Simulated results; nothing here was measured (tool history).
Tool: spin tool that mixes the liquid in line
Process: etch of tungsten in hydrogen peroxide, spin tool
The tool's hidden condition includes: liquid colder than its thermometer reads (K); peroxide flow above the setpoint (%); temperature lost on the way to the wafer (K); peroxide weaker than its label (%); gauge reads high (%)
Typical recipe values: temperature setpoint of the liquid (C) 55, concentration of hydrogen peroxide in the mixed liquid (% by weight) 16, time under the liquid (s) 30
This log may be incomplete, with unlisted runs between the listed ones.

| run | hour | temperature setpoint of the liquid (C) | concentration of hydrogen peroxide in the mixed liquid (% by weight) | time under the liquid (s) | wafers since the last listed run | hours since the thermometer was replaced | hours since the peroxide flow meter was replaced | hours since the heated supply line was repaired | hours since the drum of peroxide was connected | hours since the gauge calibration | read-back film thickness of the tungsten reference wafer, read on the same gauge (nm) | thickness taken off the tungsten on a monitor wafer (angstrom) |
|---|---|---|---|---|---|---|---|---|---|---|---|---|
| 1 | 0 | 48.5 | 14 | 30 | 0 | 37.4 | 143.8 | 2507.6 | 536 | 1468.9 | 120.04 | 427 |
| 2 | 41.6 | 48.5 | 14 | 30 | 544 | 79 | 185.4 | 2549.2 | 577.6 | 1510.5 | 120.03 | 423.8 |
| 3 | 147.3 | 61 | 16 | 30 | 1383 | 184.7 | 291.1 | 2654.9 | 683.3 | 1616.2 | 120.02 | 958.5 |
| 4 | 195.3 | 61 | 16 | 30 | 628 | 232.7 | 339.1 | 2702.9 | 731.3 | 1664.2 | 120 | 957.1 |
|  | 198 | new drum of peroxide connected |
| 5 | 277.6 | 55 | 16 | 20 | 1063 | 315 | 421.4 | 2785.2 | 79.6 | 1746.5 | 120.01 | 447.7 |
| 6 | 335.3 | 55 | 16 | 30 | 755 | 372.7 | 479.1 | 2842.9 | 137.3 | 1804.2 | 119.95 | 669.3 |
| 7 | 439.2 | 55 | 16 | 30 | 1359 | 476.6 | 583 | 2946.8 | 241.2 | 1908.1 | 119.99 | 667.7 |
| 8 | 496.9 | 55 | 16 | 30 | 755 | 534.3 | 640.7 | 3004.5 | 298.9 | 1965.8 | 120.02 | 665.4 |
| 9 | 610.3 | 48.5 | 16 | 45 | 1483 | 647.7 | 754.1 | 3117.9 | 412.3 | 2079.2 | 119.98 | 661.6 |
|  | 612.8 | heated supply line repaired |
| 10 | 685.3 | 55 | 16 | 30 | 968 | 722.7 | 829.1 | 72.5 | 487.3 | 2154.2 | 119.94 | 727.2 |
|  | 704.8 | thermometer replaced |
| 11 | 734.9 | 55 | 16 | 30 | 635 | 30.1 | 878.7 | 122.1 | 536.9 | 2203.8 | 120.01 | 727.2 |
| 12 | 806.1 | 63 | 16 | 40 | 931 | 101.3 | 949.9 | 193.3 | 608.1 | 2275 | 120 | 1536.7 |
| 13 | 854.8 | 55 | 21 | 30 | 637 | 150 | 998.6 | 242 | 656.8 | 2323.7 | 119.98 | 818.4 |
|  | 910.2 | new drum of peroxide connected |
|  | 952.6 | gauge calibrated |
|  | 1071.2 | peroxide flow meter replaced |
| 14 | 1105.5 | 55 | 16 | 30 | 3254 | 400.7 | 34.3 | 492.7 | 195.3 | 152.9 | 120.01 | 725.5 |
| 15 | 1192.8 | 55 | 16 | 30 | 1142 | 488 | 121.6 | 580 | 282.6 | 240.2 | 119.98 | 712.2 |
| 16 | 1255.6 | 64 | 17.5 | 30 | 821 | 550.8 | 184.4 | 642.8 | 345.4 | 303 | 120.03 | 1245.5 |
| 17 | 1308.7 | 50.5 | 14.5 | 45 | 694 | 603.9 | 237.5 | 695.9 | 398.5 | 356.1 | 120.02 | 781.4 |
| 18 | 1367.1 | 45 | 19 | 35 | 764 | 662.3 | 295.9 | 754.3 | 456.9 | 414.5 | 120.06 | 486.7 |
| 19 | 1445.9 | 55 | 16 | 30 | 1031 | 741.1 | 374.7 | 833.1 | 535.7 | 493.3 | 119.98 | 703.9 |
| 20 | 1522.6 | 52.5 | 13.5 | 30 | 1003 | 817.8 | 451.4 | 909.8 | 612.4 | 570 | 120.01 | 553.9 |
|  | 1598.8 | thermometer replaced |
| 21 | 1608.2 | 55 | 16 | 30 | 1106 | 9.4 | 537 | 995.4 | 698 | 655.6 | 120.02 | 698.6 |
| 22 | 1666.2 | 55 | 13.5 | 20 | 758 | 67.4 | 595 | 1053.4 | 756 | 713.6 | 119.98 | 433.7 |
| 23 | 1745.5 | 55 | 16 | 30 | 1037 | 146.7 | 674.3 | 1132.7 | 835.3 | 792.9 | 119.99 | 716.3 |
|  | 1777 | new drum of peroxide connected |
| 24 | 1785.4 | 55 | 20 | 30 | 509 | 186.6 | 714.2 | 1172.6 | 8.4 | 832.8 | 120.02 | 788.7 |
| 25 | 1872.2 | 55 | 17.5 | 35 | 1135 | 273.4 | 801 | 1259.4 | 95.2 | 919.6 | 120.02 | 846.2 |

Consider 5 possible next runs. They are alternatives, not a sequence: every one starts from the tool as it was left by run 25. What does each give?
| A | 1872.6 | 60 | 16 | 30 | 5 | 273.8 | 801.4 | 1259.8 | 95.6 | 920 | ? | ? |
| B | 1872.6 | 59.5 | 16 | 30 | 5 | 273.8 | 801.4 | 1259.8 | 95.6 | 920 | ? | ? |
| C | 1872.6 | 63 | 16 | 30 | 5 | 273.8 | 801.4 | 1259.8 | 95.6 | 920 | ? | ? |
| D | 1872.6 | 47.5 | 13.5 | 30 | 5 | 273.8 | 801.4 | 1259.8 | 95.6 | 920 | ? | ? |
| E | 1872.6 | 45.5 | 12 | 30 | 5 | 273.8 | 801.4 | 1259.8 | 95.6 | 920 | ? | ? |

| run | read-back film thickness of the tungsten reference wafer, read on the same gauge (nm) | thickness taken off the tungsten on a monitor wafer (angstrom) |
|---|---|---|
| A | 120.01 | 944.5 |
| B | 120.01 | 917.5 |
| C | 120.01 | 1121.6 |
| D | 120.01 | 409.5 |
| E | 120.01 | 340.5 |
Take away the tool's hidden state, keep each run's random variation, and the runs would have read:
| run | thickness taken off the tungsten on a monitor wafer (angstrom) |
|---|---|
| A | 991.4 |
| B | 963.2 |
| C | 1176.2 |
| D | 431.5 |
| E | 359 |
